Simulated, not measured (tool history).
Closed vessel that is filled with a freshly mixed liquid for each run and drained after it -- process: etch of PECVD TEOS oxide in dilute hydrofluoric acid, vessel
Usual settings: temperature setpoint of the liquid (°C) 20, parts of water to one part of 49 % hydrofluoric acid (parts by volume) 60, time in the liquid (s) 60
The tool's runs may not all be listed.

run	day	temperature setpoint of the liquid (°C)	parts of water to one part of 49 % hydrofluoric acid (parts by volume)	time in the liquid (s)	wafers since the last listed run	hours since the thermometer was replaced	hours since the hydrofluoric acid flow meter was replaced	hours since the gauge calibration	read-back film thickness of the PECVD TEOS oxide reference wafer, read on the same gauge (nm)	thickness taken off the PECVD TEOS oxide on a monitor wafer (angstrom)
1	0	20	60	60	0	1253.3	1490.2	551.3	150.02	264.6
2	2.175	20	60	60	5332	1305.5	1542.4	603.5	150.06	267.6
3	3.533	20	60	60	3330	1338.1	1575	636.1	149.99	264.1
4	5.875	20	60	60	5741	1394.3	1631.2	692.3	150.03	266.6
5	8.433	20	60	60	6272	1455.7	1692.6	753.7	149.98	266.4
6	10.125	20	60	60	4147	1496.3	1733.2	794.3	150.03	268.5
# day 11.375: hydrofluoric acid flow meter replaced
7	11.771	20	60	60	3933	1535.8	9.5	833.8	149.98	268.7
8	13.071	20	60	60	3187	1567	40.7	865	149.96	269.9
# day 15.5: thermometer replaced
9	15.767	20	70	50	6507	6.4	105.4	929.7	150.02	173.1
10	18.454	20	35	45	6589	70.9	169.9	994.2	150.02	321.7
# day 18.675: gauge calibrated
11	21.183	23	35	80	6691	136.4	235.4	60.2	149.99	661.6
12	22.242	23.5	60	60	2594	161.8	260.8	85.6	150.01	284.4
13	23.296	20	60	60	2584	187.1	286.1	110.9	150.02	246.3
14	26.133	20	60	60	6956	255.2	354.2	179	150.04	247.1

Run 15 comes next. What will it give?
15	28.629	20	60	85	6119	315.1	414.1	238.9	?	?

{"run 15": {"read-back film thickness of the PECVD TEOS oxide reference wafer, read on the same gauge (nm)": 150.01, "thickness taken off the PECVD TEOS oxide on a monitor wafer (angstrom)": 349}}
Had the tool carried no hidden state, the very same run would have given thickness taken off the PECVD TEOS oxide on a monitor wafer (angstrom) 342.4.
